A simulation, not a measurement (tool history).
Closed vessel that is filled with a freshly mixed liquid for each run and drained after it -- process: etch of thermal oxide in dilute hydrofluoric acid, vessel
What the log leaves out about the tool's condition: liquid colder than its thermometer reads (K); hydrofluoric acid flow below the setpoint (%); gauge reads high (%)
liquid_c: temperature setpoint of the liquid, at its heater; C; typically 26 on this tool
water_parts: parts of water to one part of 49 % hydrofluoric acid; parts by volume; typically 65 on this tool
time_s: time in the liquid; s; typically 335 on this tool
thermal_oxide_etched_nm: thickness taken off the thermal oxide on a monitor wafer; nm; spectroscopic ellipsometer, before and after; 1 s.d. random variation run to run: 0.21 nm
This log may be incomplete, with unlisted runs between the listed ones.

| run | hour | liquid_c | water_parts | time_s | wafers since the last listed run | hours since the thermometer was replaced | hours since the hydrofluoric acid flow meter was replaced | hours since the gauge calibration | read-back film thickness of the thermal oxide reference wafer, read on the same gauge (nm) | thermal_oxide_etched_nm |
|---|---|---|---|---|---|---|---|---|---|---|
| 1 | 0 | 26 | 65 | 335 | 0 | 1901.5 | 1863.6 | 482.3 | 78.37 | 24.79 |
| 2 | 47.5 | 26 | 65 | 335 | 5003 | 1949 | 1911.1 | 529.8 | 78.26 | 24.93 |
| 3 | 83.1 | 26 | 65 | 335 | 3749 | 1984.6 | 1946.7 | 565.4 | 78.08 | 24.86 |
| 4 | 127.8 | 26 | 65 | 335 | 4708 | 2029.3 | 1991.4 | 610.1 | 77.99 | 24.87 |
| 5 | 154.3 | 26 | 65 | 335 | 2791 | 2055.8 | 2017.9 | 636.6 | 77.92 | 24.46 |
| 6 | 218.4 | 26 | 50 | 335 | 6751 | 2119.9 | 2082 | 700.7 | 77.7 | 32.46 |
| 7 | 265 | 26 | 50 | 335 | 4908 | 2166.5 | 2128.6 | 747.3 | 77.57 | 32.92 |
| 8 | 292.6 | 22.5 | 65 | 335 | 2907 | 2194.1 | 2156.2 | 774.9 | 77.44 | 21.45 |
| 9 | 317.9 | 22.5 | 65 | 335 | 2664 | 2219.4 | 2181.5 | 800.2 | 77.35 | 21.16 |
|  | 357.4 | thermometer replaced |
|  | 374 | gauge calibrated |
| 10 | 374.5 | 26 | 65 | 335 | 5856 | 17.1 | 2238.1 | 0.5 | 79.96 | 25.55 |
|  | 417.6 | hydrofluoric acid flow meter replaced |
| 11 | 418.7 | 26 | 65 | 335 | 4550 | 61.3 | 1.1 | 44.7 | 79.8 | 25.16 |
| 12 | 491.6 | 26 | 65 | 335 | 7678 | 134.2 | 74 | 117.6 | 79.56 | 25.34 |
| 13 | 551.5 | 27.5 | 75 | 420 | 6309 | 194.1 | 133.9 | 177.5 | 79.37 | 28.46 |
| 14 | 600.2 | 26 | 65 | 430 | 5129 | 242.8 | 182.6 | 226.2 | 79.22 | 32.01 |
| 15 | 671.2 | 26 | 65 | 335 | 7478 | 313.8 | 253.6 | 297.2 | 78.95 | 24.95 |
| 16 | 719.9 | 29 | 55 | 220 | 5129 | 362.5 | 302.3 | 345.9 | 78.84 | 22.13 |
| 17 | 776.8 | 27.5 | 65 | 335 | 5993 | 419.4 | 359.2 | 402.8 | 78.67 | 26.47 |
| 18 | 839.7 | 26 | 65 | 245 | 6625 | 482.3 | 422.1 | 465.7 | 78.49 | 18 |
| 19 | 884.7 | 21.5 | 65 | 390 | 4740 | 527.3 | 467.1 | 510.7 | 78.29 | 23.93 |
| 20 | 922 | 26 | 65 | 335 | 3929 | 564.6 | 504.4 | 548 | 78.18 | 24.71 |
| 21 | 959.8 | 26 | 65 | 335 | 3981 | 602.4 | 542.2 | 585.8 | 78.05 | 24.91 |
| 22 | 993.2 | 26 | 65 | 335 | 3518 | 635.8 | 575.6 | 619.2 | 77.95 | 24.64 |
| 23 | 1024 | 26 | 65 | 465 | 3244 | 666.6 | 606.4 | 650 | 77.88 | 34.65 |
|  | 1051.7 | gauge calibrated |
| 24 | 1082.2 | 28 | 45 | 335 | 6130 | 724.8 | 664.6 | 30.5 | 80.19 | 40.58 |

Pick out some run-to-run changes in thermal_oxide_etched_nm. Of each, how much would a tool without hidden state show as well, from the settings, what came in and chance, and how much is left for the hidden state and any gauge scatter not in both results compared?
Run 7 -> 8: liquid_c 26 -> 22.5, water_parts 50 -> 65. thermal_oxide_etched_nm -11.47 nm: hidden state +0.33, all else -11.8.
Run 9 -> 10: liquid_c 22.5 -> 26, thermometer replaced, gauge calibrated. thermal_oxide_etched_nm +4.39 nm: hidden state +0.71, all else +3.68.
Run 22 -> 23: time_s 335 -> 465. thermal_oxide_etched_nm +10.01 nm: hidden state -0.31, all else +10.32.
Run 23 -> 24: liquid_c 26 -> 28, water_parts 65 -> 45, time_s 465 -> 335, gauge calibrated. thermal_oxide_etched_nm +5.93 nm: hidden state +1.06, all else +4.87.

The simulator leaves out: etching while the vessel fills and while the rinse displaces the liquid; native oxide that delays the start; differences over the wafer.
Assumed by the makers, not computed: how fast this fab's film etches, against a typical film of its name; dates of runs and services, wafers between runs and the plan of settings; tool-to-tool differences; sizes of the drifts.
